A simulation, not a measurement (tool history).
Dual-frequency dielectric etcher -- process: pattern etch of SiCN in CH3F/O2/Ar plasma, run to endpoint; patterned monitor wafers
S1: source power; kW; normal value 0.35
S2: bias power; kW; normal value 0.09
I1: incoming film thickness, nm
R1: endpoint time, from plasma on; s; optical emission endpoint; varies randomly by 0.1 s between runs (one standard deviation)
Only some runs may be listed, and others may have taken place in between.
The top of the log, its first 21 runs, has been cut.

run 22 hour=1475 | S1=0.4 S2=0.09 | I1=6.76 | R1=17.8
run 23 hour=1556.9 | S1=0.38 S2=0.077 | I1=6.71 | R1=19.1
run 24 hour=1614.3 | S1=0.35 S2=0.09 | I1=6.71 | R1=18.3
run 25 hour=1655.3 | S1=0.35 S2=0.09 | I1=6.7 | R1=18.3
run 26 hour=1698.7 | S1=0.27 S2=0.07 | I1=6.73 | R1=22.5
run 27 hour=1793.5 | S1=0.43 S2=0.072 | I1=6.66 | R1=18.2
run 28 hour=1861.5 | S1=0.35 S2=0.09 | I1=6.71 | R1=18.1
-- hour=1922 wet clean of the chamber
run 29 hour=1934.2 | S1=0.27 S2=0.07 | I1=6.64 | R1=22.8
run 30 hour=1974.2 | S1=0.31 S2=0.108 | I1=6.7 | R1=18
run 31 hour=2037.2 | S1=0.41 S2=0.099 | I1=6.72 | R1=17
run 32 hour=2086.4 | S1=0.4 S2=0.074 | I1=6.71 | R1=19.3
run 33 hour=2184.6 | S1=0.29 S2=0.08 | I1=6.74 | R1=21
run 34 hour=2257.9 | S1=0.31 S2=0.09 | I1=6.71 | R1=19.2

Here are 5 independent what-if runs from the current tool condition. What would each one return?
run A hour=2258.3 | S1=0.35 S2=0.071 | I1=6.63 | R1=?
run B hour=2258.3 | S1=0.35 S2=0.079 | I1=6.63 | R1=?
run C hour=2258.3 | S1=0.4 S2=0.082 | I1=6.63 | R1=?
run D hour=2258.3 | S1=0.43 S2=0.104 | I1=6.63 | R1=?
run E hour=2258.3 | S1=0.38 S2=0.082 | I1=6.63 | R1=?

run=A R1=20.1
run=B R1=19.2
run=C R1=18
run=D R1=15.9
run=E R1=18.4
With no hidden state in the tool, these same runs would have given:
run=A R1=20.6
run=B R1=19.7
run=C R1=18.4
run=D R1=16.3
run=E R1=18.8
